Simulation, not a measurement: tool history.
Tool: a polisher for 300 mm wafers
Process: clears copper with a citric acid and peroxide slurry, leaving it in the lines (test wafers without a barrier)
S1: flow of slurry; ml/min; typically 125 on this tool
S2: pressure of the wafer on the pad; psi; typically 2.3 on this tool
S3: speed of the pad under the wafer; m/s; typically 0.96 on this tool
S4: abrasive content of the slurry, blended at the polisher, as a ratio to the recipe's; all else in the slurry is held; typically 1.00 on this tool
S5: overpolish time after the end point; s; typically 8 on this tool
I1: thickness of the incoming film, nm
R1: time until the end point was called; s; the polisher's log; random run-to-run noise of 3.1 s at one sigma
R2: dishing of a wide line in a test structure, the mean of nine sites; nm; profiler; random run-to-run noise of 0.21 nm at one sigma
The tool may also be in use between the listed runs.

{"run": 1, "hour": 0.0, "S1": 125, "S2": 2.3, "S3": 0.96, "S4": 1.0, "S5": 8, "I1": 245.8, "R1": 177.9, "R2": 8.7}
{"hour": 7.1, "done": "slurry blender recalibrated"}
{"hour": 33.8, "done": "slurry nozzle cleaned"}
{"run": 2, "hour": 107.9, "S1": 125, "S2": 2.0, "S3": 0.96, "S4": 1.0, "S5": 8, "I1": 247.5, "R1": 216.4, "R2": 7.5}
{"run": 3, "hour": 185.5, "S1": 125, "S2": 2.0, "S3": 0.96, "S4": 1.0, "S5": 8, "I1": 246.9, "R1": 220.6, "R2": 7.4}
{"run": 4, "hour": 251.1, "S1": 125, "S2": 2.0, "S3": 0.96, "S4": 1.0, "S5": 8, "I1": 242.7, "R1": 227.6, "R2": 6.9}
{"run": 5, "hour": 287.3, "S1": 125, "S2": 2.3, "S3": 0.96, "S4": 1.0, "S5": 8, "I1": 240.9, "R1": 197.8, "R2": 8.0}
{"run": 6, "hour": 393.8, "S1": 125, "S2": 2.3, "S3": 0.96, "S4": 1.0, "S5": 8, "I1": 247.3, "R1": 224.8, "R2": 7.4}
{"hour": 429.4, "done": "worn pad replaced by a new one"}
{"hour": 461.0, "done": "slurry blender recalibrated"}
{"run": 7, "hour": 485.5, "S1": 125, "S2": 2.3, "S3": 0.96, "S4": 1.25, "S5": 8, "I1": 240.4, "R1": 180.0, "R2": 8.9}
{"run": 8, "hour": 560.5, "S1": 125, "S2": 2.3, "S3": 0.96, "S4": 1.25, "S5": 8, "I1": 246.2, "R1": 185.3, "R2": 8.5}
{"hour": 599.6, "done": "head pressure recalibrated"}
{"run": 9, "hour": 628.2, "S1": 125, "S2": 2.3, "S3": 0.96, "S4": 1.0, "S5": 8, "I1": 246.7, "R1": 172.1, "R2": 9.1}
{"run": 10, "hour": 665.2, "S1": 125, "S2": 2.3, "S3": 0.96, "S4": 1.0, "S5": 8, "I1": 241.9, "R1": 173.6, "R2": 9.1}
{"run": 11, "hour": 763.0, "S1": 125, "S2": 2.3, "S3": 0.96, "S4": 1.0, "S5": 8, "I1": 245.9, "R1": 186.5, "R2": 8.9}
{"run": 12, "hour": 805.3, "S1": 125, "S2": 2.3, "S3": 0.96, "S4": 1.0, "S5": 8, "I1": 242.6, "R1": 182.4, "R2": 8.5}
{"hour": 893.4, "done": "worn pad replaced by a new one"}
{"run": 13, "hour": 905.7, "S1": 125, "S2": 2.3, "S3": 0.96, "S4": 1.05, "S5": 8, "I1": 243.3, "R1": 171.7, "R2": 9.1}
{"hour": 936.5, "done": "slurry nozzle cleaned"}
{"hour": 969.0, "done": "slurry blender recalibrated"}
{"run": 14, "hour": 983.2, "S1": 125, "S2": 2.3, "S3": 0.96, "S4": 1.05, "S5": 8, "I1": 246.6, "R1": 175.8, "R2": 9.0}
{"run": 15, "hour": 1066.0, "S1": 125, "S2": 2.0, "S3": 0.96, "S4": 1.0, "S5": 8, "I1": 243.5, "R1": 209.7, "R2": 7.8}
{"run": 16, "hour": 1127.3, "S1": 125, "S2": 2.3, "S3": 0.96, "S4": 1.0, "S5": 8, "I1": 242.8, "R1": 188.1, "R2": 8.3}
{"run": 17, "hour": 1173.9, "S1": 125, "S2": 2.3, "S3": 0.96, "S4": 1.0, "S5": 8, "I1": 244.6, "R1": 187.4, "R2": 8.3}
{"run": 18, "hour": 1254.5, "S1": 140, "S2": 2.3, "S3": 1.24, "S4": 1.25, "S5": 8, "I1": 247.3, "R1": 153.4, "R2": 11.0}
{"hour": 1333.1, "done": "worn pad replaced by a new one"}
{"run": 19, "hour": 1338.0, "S1": 125, "S2": 1.5, "S3": 0.96, "S4": 1.15, "S5": 8, "I1": 245.5, "R1": 283.9, "R2": 6.1}
{"hour": 1434.3, "done": "slurry blender recalibrated"}
{"run": 20, "hour": 1444.3, "S1": 125, "S2": 2.3, "S3": 0.96, "S4": 1.0, "S5": 8, "I1": 242.0, "R1": 187.4, "R2": 8.3}
{"run": 21, "hour": 1483.0, "S1": 155, "S2": 2.3, "S3": 0.86, "S4": 1.25, "S5": 4, "I1": 244.2, "R1": 192.4, "R2": 4.2}
{"run": 22, "hour": 1531.8, "S1": 150, "S2": 1.8, "S3": 1.06, "S4": 1.2, "S5": 8, "I1": 246.7, "R1": 213.6, "R2": 7.6}
{"hour": 1636.7, "done": "head pressure recalibrated"}
{"hour": 1803.6, "done": "worn pad replaced by a new one"}
{"hour": 1851.4, "done": "slurry blender recalibrated"}
{"hour": 1852.0, "done": "slurry nozzle cleaned"}
{"run": 23, "hour": 1852.7, "S1": 170, "S2": 2.3, "S3": 0.78, "S4": 1.0, "S5": 8, "I1": 247.5, "R1": 209.2, "R2": 7.7}
{"run": 24, "hour": 1916.0, "S1": 125, "S2": 1.6, "S3": 1.26, "S4": 0.75, "S5": 5, "I1": 247.7, "R1": 230.0, "R2": 4.5}
{"run": 25, "hour": 2037.8, "S1": 125, "S2": 2.3, "S3": 0.96, "S4": 1.0, "S5": 10, "I1": 250.0, "R1": 196.9, "R2": 10.2}
{"run": 26, "hour": 2131.9, "S1": 145, "S2": 2.8, "S3": 1.22, "S4": 1.0, "S5": 11, "I1": 242.5, "R1": 129.2, "R2": 16.5}
{"run": 27, "hour": 2188.5, "S1": 90, "S2": 2.3, "S3": 0.96, "S4": 0.85, "S5": 12, "I1": 243.6, "R1": 226.6, "R2": 10.0}
{"hour": 2212.1, "done": "worn pad replaced by a new one"}
{"run": 28, "hour": 2258.1, "S1": 105, "S2": 2.3, "S3": 0.68, "S4": 1.0, "S5": 8, "I1": 244.0, "R1": 267.7, "R2": 6.0}
{"run": 29, "hour": 2353.8, "S1": 95, "S2": 2.0, "S3": 0.96, "S4": 1.0, "S5": 5, "I1": 245.5, "R1": 238.5, "R2": 4.4}

Forecast each of these 3 alternatives for the next run:
{"run": "A", "hour": 2354.3, "S1": 125, "S2": 2.3, "S3": 0.96, "S4": 1.0, "S5": 8, "I1": 246.1, "R1": "?", "R2": "?"}
{"run": "B", "hour": 2354.3, "S1": 160, "S2": 2.3, "S3": 0.96, "S4": 1.0, "S5": 8, "I1": 246.1, "R1": "?", "R2": "?"}
{"run": "C", "hour": 2354.3, "S1": 125, "S2": 2.3, "S3": 0.96, "S4": 1.2, "S5": 11, "I1": 246.1, "R1": "?", "R2": "?"}

run=A R1=194.8 R2=8.3
run=B R1=186.3 R2=8.6
run=C R1=185.6 R2=11.8
With no hidden state in the tool, these same runs would have given:
run=A R1=169.6 R2=9.5
run=B R1=162.2 R2=9.9
run=C R1=161.6 R2=13.5
